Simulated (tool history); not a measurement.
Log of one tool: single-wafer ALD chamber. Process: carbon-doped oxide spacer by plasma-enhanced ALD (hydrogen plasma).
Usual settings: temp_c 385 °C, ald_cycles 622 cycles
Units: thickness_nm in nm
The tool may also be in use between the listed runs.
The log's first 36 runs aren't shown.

run,day,temp_c,ald_cycles,wafers since the last listed run,hours since the last thermocouple change,hours since the gauge calibration,"read-back reference wafer on the same gauge, thickness_nm",thickness_nm
37,114.021,385,622,30,1170.5,901.4,39.032,32.479
38,116.275,390,723,33,1224.6,955.5,38.984,37.933
39,123.021,372,501,99,1386.5,1117.4,38.992,26.259
40,126.383,376,670,49,1467.2,1198.1,39.010,35.200
41,128.242,370,622,27,1511.8,1242.7,38.984,32.608
42,129.838,385,622,23,1550.1,1281.0,38.955,32.635
43,133.288,374,538,51,1632.9,1363.8,39.014,28.096
44,137.638,385,666,64,1737.3,1468.2,39.035,34.927
45,140.704,385,622,45,1810.9,1541.8,38.970,32.562
46,144.062,371,622,49,1891.5,1622.4,39.000,32.435

3 ways to go on from here, each from the tool as it stands after run 46. What would each give?
A,144.121,385,622,0,1892.9,1623.8,?,?
B,144.121,385,587,0,1892.9,1623.8,?,?
C,144.121,397,730,0,1892.9,1623.8,?,?

run,"read-back reference wafer on the same gauge, thickness_nm",thickness_nm
A,39.019,32.527
B,39.019,30.697
C,39.019,38.175
Without the tool's hidden state the same runs would have given:
run,thickness_nm
A,32.527
B,30.697
C,38.175
